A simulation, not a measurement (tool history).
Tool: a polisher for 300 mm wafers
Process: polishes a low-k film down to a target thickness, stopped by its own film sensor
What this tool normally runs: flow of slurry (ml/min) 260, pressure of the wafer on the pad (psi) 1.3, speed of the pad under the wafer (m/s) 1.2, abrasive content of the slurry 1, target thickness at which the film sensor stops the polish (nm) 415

run	hour	flow of slurry (ml/min)	pressure of the wafer on the pad (psi)	speed of the pad under the wafer (m/s)	abrasive content of the slurry	target thickness at which the film sensor stops the polish (nm)	wafers since the last listed run	wafers polished on this pad	hours since the slurry nozzle was cleaned	hours since the head pressure was calibrated	hours since the slurry blender was calibrated	hours since the conditioning disc was replaced	incoming thickness of the incoming film, nm	time until the film sensor stopped the polish (s)
1	0	260	1.1	1.2	0.85	415	0	922	259	114.4	254.3	392.2	441.9	91.4
2	6.9	260	1.3	1.2	1	415	40	962	265.9	121.3	261.2	399.1	455.9	114.2
3	21.6	260	1.3	1.2	1	415	86	1049	280.6	136	275.9	413.8	446.9	87.3
4	29.1	260	1.3	1.2	1	415	44	1093	288.1	143.5	283.4	421.3	449.7	95.4
# hour 40.7: worn pad replaced by a new one
5	44.7	335	1.3	1.2	1.25	415	68	23	303.7	159.1	299	436.9	447.1	78.4
# hour 49.5: conditioning disc replaced and pad reconditioned
6	56.7	260	1.3	1.2	1	411	58	82	315.7	171.1	311	7.2	446.4	95
7	73.3	310	1.3	1.2	1.25	415	97	180	332.3	187.7	327.6	23.8	452.4	92.2
8	90.8	235	1.7	0.88	1.15	415	102	282	349.8	205.2	345.1	41.3	442.9	70.5
9	98.9	290	1.3	1.42	1.1	426	47	330	357.9	213.3	353.2	49.4	450.1	55.3
10	108.4	260	1.8	0.82	1	415	55	386	367.4	222.8	362.7	58.9	445.8	79.7
11	118.8	330	1.6	1.42	1	415	61	447	377.8	233.2	373.1	69.3	450.2	66.2
# hour 122.4: slurry blender recalibrated
12	129.7	225	1.3	1.46	1.1	424	52	499	388.7	244.1	7.3	80.2	457.5	78.4
13	137.5	260	1.3	1.2	1	415	45	545	396.5	251.9	15.1	88	449.7	95.4
14	143.9	230	1.3	1.2	1	415	37	583	402.9	258.3	21.5	94.4	449.9	97.6
15	152.6	260	1.3	1.2	1	415	51	634	411.6	267	30.2	103.1	447.9	90.4
# hour 159.7: slurry nozzle cleaned
16	160.2	295	1	1.2	1	420	38	673	0.5	274.6	37.8	110.7	451.6	113.9
17	167.5	260	1.1	1.2	0.85	415	42	716	7.8	281.9	45.1	118	449.1	119.5
18	174.9	320	1.3	1.2	1.2	427	43	759	15.2	289.3	52.5	125.4	444.5	43.8
19	187.1	300	1.8	1.2	0.9	415	71	831	27.4	301.5	64.7	137.6	447.8	68.2
20	201.6	260	1.6	1.2	1.1	409	85	916	41.9	316	79.2	152.1	445.8	79.9
21	211.6	260	1.3	1.2	1.2	415	58	975	51.9	326	89.2	162.1	446.1	77.7
22	225.8	260	1.5	0.92	1	415	83	1059	66.1	340.2	103.4	176.3	457.3	122
23	234.1	260	1.5	1.2	0.8	415	48	1108	74.4	348.5	111.7	184.6	454.2	101.7
# hour 240.8: worn pad replaced by a new one
24	248	230	1.6	1.04	1.25	415	58	42	88.3	362.4	125.6	198.5	455.2	92.3
25	265.8	260	1	1.2	1	415	104	147	106.1	380.2	143.4	216.3	450.3	126.6
26	274.3	260	1.1	1.36	1	415	49	197	114.6	388.7	151.9	224.8	444.4	88.2
27	287.7	260	1.5	1.2	1	425	78	275	128	402.1	165.3	238.2	443.6	44.6

Here are 3 independent what-if runs from the current tool condition. What would each one return?
A	288.2	260	1.3	1.2	1	404	2	278	128.5	402.6	165.8	238.7	445	?
B	288.2	210	1.3	1.02	1	408	2	278	128.5	402.6	165.8	238.7	445	?
C	288.2	260	1.3	1.34	0.75	415	2	278	128.5	402.6	165.8	238.7	445	?

run	time until the film sensor stopped the polish (s)
A	111.6
B	116.9
C	85
The same runs, with their run-to-run variation unchanged, on a tool lacking any hidden condition would have given:
run	time until the film sensor stopped the polish (s)
A	111.6
B	116.9
C	85

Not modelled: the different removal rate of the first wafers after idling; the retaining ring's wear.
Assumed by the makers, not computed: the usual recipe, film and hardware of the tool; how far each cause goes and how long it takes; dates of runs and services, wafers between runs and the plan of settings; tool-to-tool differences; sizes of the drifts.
